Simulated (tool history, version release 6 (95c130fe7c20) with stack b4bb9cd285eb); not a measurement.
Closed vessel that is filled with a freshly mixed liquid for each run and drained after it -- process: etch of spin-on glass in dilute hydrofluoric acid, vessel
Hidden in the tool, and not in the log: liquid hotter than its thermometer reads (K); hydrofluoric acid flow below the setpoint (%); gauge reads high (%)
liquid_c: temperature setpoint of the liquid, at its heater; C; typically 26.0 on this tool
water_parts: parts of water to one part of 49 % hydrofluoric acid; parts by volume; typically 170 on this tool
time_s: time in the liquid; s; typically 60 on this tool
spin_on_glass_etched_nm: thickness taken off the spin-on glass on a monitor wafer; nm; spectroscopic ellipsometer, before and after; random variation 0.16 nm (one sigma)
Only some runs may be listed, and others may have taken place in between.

run	hour	liquid_c	water_parts	time_s	wafers since the last listed run	hours since the thermometer was replaced	hours since the hydrofluoric acid flow meter was replaced	hours since the gauge calibration	read-back film thickness of the spin-on glass reference wafer, read on the same gauge (nm)	spin_on_glass_etched_nm
1	0.0	26.0	170	60	0	1391.7	950.7	250.5	120.00	14.57
2	14.0	26.0	170	60	1918	1405.7	964.7	264.5	120.00	14.40
3	32.0	26.0	170	60	2466	1423.7	982.7	282.5	119.99	14.53
4	54.9	26.0	170	60	3137	1446.6	1005.6	305.4	119.96	14.50
5	85.4	26.0	170	60	4179	1477.1	1036.1	335.9	120.01	14.66
6	101.5	26.0	170	60	2206	1493.2	1052.2	352.0	119.99	14.10
7	123.9	26.0	170	60	3069	1515.6	1074.6	374.4	119.98	14.05
8	150.3	26.0	170	80	3617	1542.0	1101.0	400.8	120.01	19.13
9	181.5	25.0	170	60	4275	1573.2	1132.2	432.0	119.99	13.56
10	213.0	25.0	170	60	4316	1604.7	1163.7	463.5	119.97	13.58
11	246.0	25.0	170	60	4521	1637.7	1196.7	496.5	119.99	13.40
12	276.3	26.0	230	60	4151	1668.0	1227.0	526.8	120.02	9.47
13	315.0	26.0	230	60	5302	1706.7	1265.7	565.5	120.01	9.49
14	335.6	27.5	215	35	2822	1727.3	1286.3	586.1	120.02	6.43
15	357.1	28.0	235	60	2946	1748.8	1307.8	607.6	120.00	9.99
16	386.1	31.0	125	30	3973	1777.8	1336.8	636.6	120.00	12.26
# hour 413.0: hydrofluoric acid flow meter replaced
17	414.6	23.0	170	50	3768	1806.3	1.6	665.1	120.03	12.12
18	431.7	26.0	170	60	2343	1823.4	18.7	682.2	119.99	16.03
19	463.5	22.0	170	60	4357	1855.2	50.5	714.0	120.01	13.51
20	476.4	21.5	235	95	1767	1868.1	63.4	726.9	119.99	14.52
21	503.1	21.5	130	45	3658	1894.8	90.1	753.6	119.98	13.79
# hour 512.5: thermometer replaced
22	531.4	26.0	170	35	3740	18.9	118.4	781.9	119.99	9.36
# hour 541.5: gauge calibrated
23	556.2	30.0	150	30	3398	43.7	143.2	14.7	119.95	10.77
24	589.6	26.0	170	60	4576	77.1	176.6	48.1	120.00	15.87
25	617.8	26.0	170	60	3864	105.3	204.8	76.3	120.02	15.69
26	652.8	26.0	170	60	4795	140.3	239.8	111.3	120.03	15.91
27	685.1	26.0	170	60	4425	172.6	272.1	143.6	119.98	15.61

A few steps of spin_on_glass_etched_nm between consecutive runs. Split each: what settings, incoming material and random variation would produce without the hidden state, and what is left over for the hidden state, along with gauge scatter present in only one of the two compared results (measured, and without hidden state):
Run 7 -> 8: time_s 60 -> 80. spin_on_glass_etched_nm +5.08 nm: hidden state -0.74, all else +5.82.
Run 8 -> 9: liquid_c 26.0 -> 25.0, time_s 80 -> 60. spin_on_glass_etched_nm -5.57 nm: hidden state +0.71, all else -6.28.
Run 16 -> 17: liquid_c 31.0 -> 23.0, water_parts 125 -> 170, time_s 30 -> 50, hydrofluoric acid flow meter replaced. spin_on_glass_etched_nm -0.14 nm: hidden state +1.97, all else -2.11.
Run 23 -> 24: liquid_c 30.0 -> 26.0, water_parts 150 -> 170, time_s 30 -> 60. spin_on_glass_etched_nm +5.10 nm: hidden state -0.13, all else +5.23.

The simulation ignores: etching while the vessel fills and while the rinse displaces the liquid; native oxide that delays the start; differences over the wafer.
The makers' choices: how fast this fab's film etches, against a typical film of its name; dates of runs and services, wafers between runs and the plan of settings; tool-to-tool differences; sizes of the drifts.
